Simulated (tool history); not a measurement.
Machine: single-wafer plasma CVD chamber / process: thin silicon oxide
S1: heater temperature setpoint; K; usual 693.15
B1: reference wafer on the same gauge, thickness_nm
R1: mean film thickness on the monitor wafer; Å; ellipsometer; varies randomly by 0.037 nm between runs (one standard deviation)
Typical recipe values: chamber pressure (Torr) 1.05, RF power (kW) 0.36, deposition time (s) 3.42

{"run": 1, "day": 0.0, "S1": 693.15, "chamber pressure (Torr)": 1.05, "RF power (kW)": 0.36, "deposition time (s)": 3.42, "B1": 9.064, "R1": 79.53}
{"run": 2, "day": 1.154, "S1": 693.15, "chamber pressure (Torr)": 1.05, "RF power (kW)": 0.36, "deposition time (s)": 3.42, "B1": 9.07, "R1": 78.31}
{"run": 3, "day": 2.304, "S1": 693.15, "chamber pressure (Torr)": 1.05, "RF power (kW)": 0.36, "deposition time (s)": 3, "B1": 9.062, "R1": 69.54}
{"run": 4, "day": 3.179, "S1": 693.15, "chamber pressure (Torr)": 1.05, "RF power (kW)": 0.36, "deposition time (s)": 3, "B1": 9.07, "R1": 69.64}
{"run": 5, "day": 4.138, "S1": 693.15, "chamber pressure (Torr)": 1.05, "RF power (kW)": 0.36, "deposition time (s)": 3, "B1": 9.072, "R1": 69.42}
{"run": 6, "day": 5.117, "S1": 693.15, "chamber pressure (Torr)": 1.05, "RF power (kW)": 0.36, "deposition time (s)": 3.42, "B1": 9.064, "R1": 78.84}
{"run": 7, "day": 5.746, "S1": 693.15, "chamber pressure (Torr)": 1.05, "RF power (kW)": 0.36, "deposition time (s)": 3.42, "B1": 9.063, "R1": 78.27}
{"run": 8, "day": 6.762, "S1": 703.15, "chamber pressure (Torr)": 1.05, "RF power (kW)": 0.36, "deposition time (s)": 3.42, "B1": 9.071, "R1": 78.43}
{"run": 9, "day": 7.675, "S1": 703.15, "chamber pressure (Torr)": 1.05, "RF power (kW)": 0.36, "deposition time (s)": 3.42, "B1": 9.072, "R1": 77.96}
{"day": 8.146, "done": "thermocouple changed; heater temperature recalibrated"}
{"run": 10, "day": 8.688, "S1": 698.15, "chamber pressure (Torr)": 1.05, "RF power (kW)": 0.36, "deposition time (s)": 3.42, "B1": 9.06, "R1": 78.15}
{"day": 9.621, "done": "capacitance manometer re-zeroed and calibrated"}
{"run": 11, "day": 9.688, "S1": 693.15, "chamber pressure (Torr)": 1.13, "RF power (kW)": 0.36, "deposition time (s)": 3.42, "B1": 9.07, "R1": 86.4}
{"run": 12, "day": 10.204, "S1": 682.15, "chamber pressure (Torr)": 1.05, "RF power (kW)": 0.36, "deposition time (s)": 3.9, "B1": 9.073, "R1": 94.27}
{"run": 13, "day": 11.062, "S1": 680.15, "chamber pressure (Torr)": 1.14, "RF power (kW)": 0.405, "deposition time (s)": 3.42, "B1": 9.063, "R1": 90.07}
{"day": 12.142, "done": "RF generator calibrated"}
{"run": 14, "day": 12.162, "S1": 689.15, "chamber pressure (Torr)": 1.12, "RF power (kW)": 0.36, "deposition time (s)": 3.42, "B1": 9.065, "R1": 86.17}
{"run": 15, "day": 13.462, "S1": 681.15, "chamber pressure (Torr)": 1.05, "RF power (kW)": 0.36, "deposition time (s)": 3.15, "B1": 9.08, "R1": 75.95}
{"day": 14.446, "done": "showerhead replaced"}
{"day": 14.538, "done": "gauge calibrated"}
{"run": 16, "day": 14.829, "S1": 703.15, "chamber pressure (Torr)": 1.05, "RF power (kW)": 0.36, "deposition time (s)": 3.42, "B1": 9.076, "R1": 81.11}
{"run": 17, "day": 15.508, "S1": 693.15, "chamber pressure (Torr)": 1.05, "RF power (kW)": 0.36, "deposition time (s)": 3.42, "B1": 9.073, "R1": 81.23}
{"run": 18, "day": 16.571, "S1": 693.15, "chamber pressure (Torr)": 1.05, "RF power (kW)": 0.36, "deposition time (s)": 3.42, "B1": 9.069, "R1": 81.88}
{"run": 19, "day": 17.796, "S1": 683.15, "chamber pressure (Torr)": 1.19, "RF power (kW)": 0.36, "deposition time (s)": 3.42, "B1": 9.068, "R1": 88.23}
{"run": 20, "day": 20.967, "S1": 693.15, "chamber pressure (Torr)": 1.05, "RF power (kW)": 0.36, "deposition time (s)": 3.42, "B1": 9.072, "R1": 81.08}
{"run": 21, "day": 22.383, "S1": 693.15, "chamber pressure (Torr)": 1.05, "RF power (kW)": 0.4, "deposition time (s)": 2.96, "B1": 9.063, "R1": 71.61}
{"run": 22, "day": 23.7, "S1": 693.15, "chamber pressure (Torr)": 1.05, "RF power (kW)": 0.36, "deposition time (s)": 3, "B1": 9.065, "R1": 70.74}
{"run": 23, "day": 24.308, "S1": 693.15, "chamber pressure (Torr)": 1.05, "RF power (kW)": 0.36, "deposition time (s)": 3.42, "B1": 9.066, "R1": 80.34}
{"run": 24, "day": 25.2, "S1": 703.15, "chamber pressure (Torr)": 1.05, "RF power (kW)": 0.36, "deposition time (s)": 4.02, "B1": 9.079, "R1": 94.26}
{"run": 25, "day": 26.012, "S1": 693.15, "chamber pressure (Torr)": 0.84, "RF power (kW)": 0.36, "deposition time (s)": 3.42, "B1": 9.075, "R1": 68.72}
{"run": 26, "day": 27.371, "S1": 693.15, "chamber pressure (Torr)": 1.13, "RF power (kW)": 0.33, "deposition time (s)": 3.42, "B1": 9.066, "R1": 82.39}
{"run": 27, "day": 27.95, "S1": 693.15, "chamber pressure (Torr)": 1.05, "RF power (kW)": 0.36, "deposition time (s)": 2.92, "B1": 9.067, "R1": 68.72}
{"run": 28, "day": 28.862, "S1": 686.15, "chamber pressure (Torr)": 0.88, "RF power (kW)": 0.39, "deposition time (s)": 2.88, "B1": 9.073, "R1": 61.05}

5 options for the next run, each taken on its own from the tool as it stands now. Forecast them:
{"run": "A", "day": 28.879, "S1": 685.15, "chamber pressure (Torr)": 1.05, "RF power (kW)": 0.36, "deposition time (s)": 3.42, "B1": "?", "R1": "?"}
{"run": "B", "day": 28.879, "S1": 693.15, "chamber pressure (Torr)": 0.89, "RF power (kW)": 0.43, "deposition time (s)": 3.42, "B1": "?", "R1": "?"}
{"run": "C", "day": 28.879, "S1": 703.15, "chamber pressure (Torr)": 1.05, "RF power (kW)": 0.33, "deposition time (s)": 2.81, "B1": "?", "R1": "?"}
{"run": "D", "day": 28.879, "S1": 693.15, "chamber pressure (Torr)": 1.15, "RF power (kW)": 0.36, "deposition time (s)": 3.42, "B1": "?", "R1": "?"}
{"run": "E", "day": 28.879, "S1": 684.15, "chamber pressure (Torr)": 1.19, "RF power (kW)": 0.36, "deposition time (s)": 3.24, "B1": "?", "R1": "?"}

run=A B1=9.069 R1=80.53
run=B B1=9.069 R1=74.44
run=C B1=9.069 R1=63.76
run=D B1=9.069 R1=84.61
run=E B1=9.069 R1=82.4
Had the tool no hidden state, the same runs would have come out as:
run=A R1=82.44
run=B R1=76.69
run=C R1=65.28
run=D R1=86.62
run=E R1=84.36
